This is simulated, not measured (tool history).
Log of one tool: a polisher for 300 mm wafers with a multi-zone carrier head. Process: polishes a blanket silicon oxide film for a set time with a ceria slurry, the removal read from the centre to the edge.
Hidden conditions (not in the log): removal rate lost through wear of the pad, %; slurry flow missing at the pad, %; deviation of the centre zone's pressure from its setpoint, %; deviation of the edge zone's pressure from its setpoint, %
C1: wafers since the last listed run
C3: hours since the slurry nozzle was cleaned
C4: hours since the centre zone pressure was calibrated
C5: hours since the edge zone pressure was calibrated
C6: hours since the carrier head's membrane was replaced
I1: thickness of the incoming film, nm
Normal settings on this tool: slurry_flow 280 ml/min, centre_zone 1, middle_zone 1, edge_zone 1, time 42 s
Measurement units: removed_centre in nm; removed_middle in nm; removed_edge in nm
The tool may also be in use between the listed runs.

run 1 hour=0 | slurry_flow=355 centre_zone=1 middle_zone=1 edge_zone=1 time=42 | C1=0 wafers_polished_on_this_pad=232 C3=252.1 C4=40 C5=875.9 C6=796.5 | I1=791.3 | removed_centre=166.1 removed_middle=172.1 removed_edge=167
run 2 hour=16.4 | slurry_flow=280 centre_zone=1 middle_zone=1 edge_zone=1 time=42 | C1=240 wafers_polished_on_this_pad=473 C3=268.5 C4=56.4 C5=892.3 C6=812.9 | I1=787.7 | removed_centre=164.9 removed_middle=163.6 removed_edge=163.6
run 3 hour=32.4 | slurry_flow=280 centre_zone=1 middle_zone=1 edge_zone=1 time=42 | C1=234 wafers_polished_on_this_pad=708 C3=284.5 C4=72.4 C5=908.3 C6=828.9 | I1=782 | removed_centre=163.2 removed_middle=162.8 removed_edge=161.8
-- hour=44.9 slurry nozzle cleaned
run 4 hour=47.5 | slurry_flow=280 centre_zone=1.05 middle_zone=1 edge_zone=1 time=33 | C1=206 wafers_polished_on_this_pad=914 C3=2.6 C4=87.5 C5=923.4 C6=844 | I1=788.7 | removed_centre=133.1 removed_middle=126.7 removed_edge=127.6
-- hour=55.9 carrier head's membrane replaced by a new one
run 5 hour=56.7 | slurry_flow=280 centre_zone=1.07 middle_zone=1 edge_zone=0.95 time=42 | C1=61 wafers_polished_on_this_pad=976 C3=11.8 C4=96.7 C5=932.6 C6=0.8 | I1=778.1 | removed_centre=173.7 removed_middle=160.1 removed_edge=158.3
-- hour=69.3 edge zone pressure recalibrated
run 6 hour=69.8 | slurry_flow=205 centre_zone=1.11 middle_zone=1 edge_zone=1 time=42 | C1=162 wafers_polished_on_this_pad=1139 C3=24.9 C4=109.8 C5=0.5 C6=13.9 | I1=787.4 | removed_centre=177.1 removed_middle=159.3 removed_edge=156.9
-- hour=76.4 worn pad replaced by a new one
run 7 hour=76.9 | slurry_flow=280 centre_zone=0.96 middle_zone=0.9 edge_zone=0.95 time=42 | C1=45 wafers_polished_on_this_pad=6 C3=32 C4=116.9 C5=7.6 C6=21 | I1=794.8 | removed_centre=162.5 removed_middle=158.7 removed_edge=165.1
run 8 hour=89.6 | slurry_flow=345 centre_zone=1 middle_zone=1 edge_zone=1.06 time=32 | C1=186 wafers_polished_on_this_pad=193 C3=44.7 C4=129.6 C5=20.3 C6=33.7 | I1=798.5 | removed_centre=128.5 removed_middle=131.3 removed_edge=132.3
run 9 hour=96 | slurry_flow=335 centre_zone=0.93 middle_zone=0.88 edge_zone=0.91 time=42 | C1=93 wafers_polished_on_this_pad=287 C3=51.1 C4=136 C5=26.7 C6=40.1 | I1=791.6 | removed_centre=155.9 removed_middle=154.4 removed_edge=161.9
run 10 hour=108.1 | slurry_flow=225 centre_zone=1 middle_zone=1 edge_zone=1 time=53 | C1=177 wafers_polished_on_this_pad=464 C3=63.2 C4=148.1 C5=38.8 C6=52.2 | I1=794.6 | removed_centre=200.7 removed_middle=206.4 removed_edge=202.5
run 11 hour=116.3 | slurry_flow=235 centre_zone=1 middle_zone=1 edge_zone=1 time=42 | C1=120 wafers_polished_on_this_pad=585 C3=71.4 C4=156.3 C5=47 C6=60.4 | I1=798.7 | removed_centre=159.6 removed_middle=161.1 removed_edge=159.5
run 12 hour=129.5 | slurry_flow=280 centre_zone=0.96 middle_zone=1 edge_zone=1 time=42 | C1=193 wafers_polished_on_this_pad=778 C3=84.6 C4=169.5 C5=60.2 C6=73.6 | I1=787.7 | removed_centre=153.6 removed_middle=162 removed_edge=159.3
run 13 hour=140.7 | slurry_flow=280 centre_zone=1 middle_zone=1 edge_zone=1 time=52 | C1=164 wafers_polished_on_this_pad=943 C3=95.8 C4=180.7 C5=71.4 C6=84.8 | I1=784.7 | removed_centre=197.6 removed_middle=201.8 removed_edge=200.1
run 14 hour=149.2 | slurry_flow=380 centre_zone=1 middle_zone=1 edge_zone=0.9 time=42 | C1=124 wafers_polished_on_this_pad=1067 C3=104.3 C4=189.2 C5=79.9 C6=93.3 | I1=785.1 | removed_centre=163.7 removed_middle=162.9 removed_edge=155.4
-- hour=165.8 worn pad replaced by a new one
run 15 hour=166.3 | slurry_flow=280 centre_zone=1 middle_zone=1 edge_zone=1 time=42 | C1=192 wafers_polished_on_this_pad=7 C3=121.4 C4=206.3 C5=97 C6=110.4 | I1=773.3 | removed_centre=168.9 removed_middle=169 removed_edge=169
run 16 hour=177.9 | slurry_flow=280 centre_zone=1 middle_zone=1 edge_zone=1 time=42 | C1=170 wafers_polished_on_this_pad=177 C3=133 C4=217.9 C5=108.6 C6=122 | I1=789.4 | removed_centre=166.7 removed_middle=166.9 removed_edge=167
run 17 hour=186.5 | slurry_flow=185 centre_zone=1 middle_zone=1 edge_zone=1.07 time=42 | C1=126 wafers_polished_on_this_pad=303 C3=141.6 C4=226.5 C5=117.2 C6=130.6 | I1=786.8 | removed_centre=159.3 removed_middle=159.3 removed_edge=167.8
run 18 hour=198.7 | slurry_flow=240 centre_zone=1 middle_zone=1 edge_zone=1 time=34 | C1=178 wafers_polished_on_this_pad=482 C3=153.8 C4=238.7 C5=129.4 C6=142.8 | I1=790.7 | removed_centre=131.7 removed_middle=129.9 removed_edge=132.2
run 19 hour=214.3 | slurry_flow=280 centre_zone=1 middle_zone=1 edge_zone=1 time=42 | C1=228 wafers_polished_on_this_pad=711 C3=169.4 C4=254.3 C5=145 C6=158.4 | I1=792.3 | removed_centre=162.7 removed_middle=161.2 removed_edge=162.1
run 20 hour=231.7 | slurry_flow=280 centre_zone=1.06 middle_zone=1 edge_zone=0.92 time=42 | C1=255 wafers_polished_on_this_pad=967 C3=186.8 C4=271.7 C5=162.4 C6=175.8 | I1=793.6 | removed_centre=171.1 removed_middle=161.6 removed_edge=152.9
run 21 hour=249.5 | slurry_flow=280 centre_zone=1.05 middle_zone=1 edge_zone=1 time=33 | C1=261 wafers_polished_on_this_pad=1228 C3=204.6 C4=289.5 C5=180.2 C6=193.6 | I1=779.5 | removed_centre=132.2 removed_middle=127.3 removed_edge=125.5

What if the next run were any one of these 5? Each begins from the tool's condition after run 21:
run A hour=249.9 | slurry_flow=280 centre_zone=1 middle_zone=1 edge_zone=1 time=42 | C1=5 wafers_polished_on_this_pad=1234 C3=205 C4=289.9 C5=180.6 C6=194 | I1=792.7 | removed_centre=? removed_middle=? removed_edge=?
run B hour=249.9 | slurry_flow=280 centre_zone=1 middle_zone=1 edge_zone=1.03 time=33 | C1=5 wafers_polished_on_this_pad=1234 C3=205 C4=289.9 C5=180.6 C6=194 | I1=792.7 | removed_centre=? removed_middle=? removed_edge=?
run C hour=249.9 | slurry_flow=375 centre_zone=1 middle_zone=1.09 edge_zone=1.07 time=52 | C1=5 wafers_polished_on_this_pad=1234 C3=205 C4=289.9 C5=180.6 C6=194 | I1=792.7 | removed_centre=? removed_middle=? removed_edge=?
run D hour=249.9 | slurry_flow=280 centre_zone=1 middle_zone=1 edge_zone=0.94 time=42 | C1=5 wafers_polished_on_this_pad=1234 C3=205 C4=289.9 C5=180.6 C6=194 | I1=792.7 | removed_centre=? removed_middle=? removed_edge=?
run E hour=249.9 | slurry_flow=220 centre_zone=1 middle_zone=1 edge_zone=1 time=42 | C1=5 wafers_polished_on_this_pad=1234 C3=205 C4=289.9 C5=180.6 C6=194 | I1=792.7 | removed_centre=? removed_middle=? removed_edge=?

run=A removed_centre=162.2 removed_middle=162.2 removed_edge=160.1
run=B removed_centre=127.4 removed_middle=127.4 removed_edge=127.6
run=C removed_centre=204.8 removed_middle=214.5 removed_edge=207.5
run=D removed_centre=162.2 removed_middle=162.2 removed_edge=155.5
run=E removed_centre=159.5 removed_middle=159.7 removed_edge=158.3
Without the tool's hidden state the same runs would have given:
run=A removed_centre=171.5 removed_middle=171.4 removed_edge=169.3
run=B removed_centre=134.7 removed_middle=134.7 removed_edge=134.9
run=C removed_centre=216.5 removed_middle=226.7 removed_edge=219.4
run=D removed_centre=171.5 removed_middle=171.5 removed_edge=164.4
run=E removed_centre=168.6 removed_middle=168.9 removed_edge=167.3
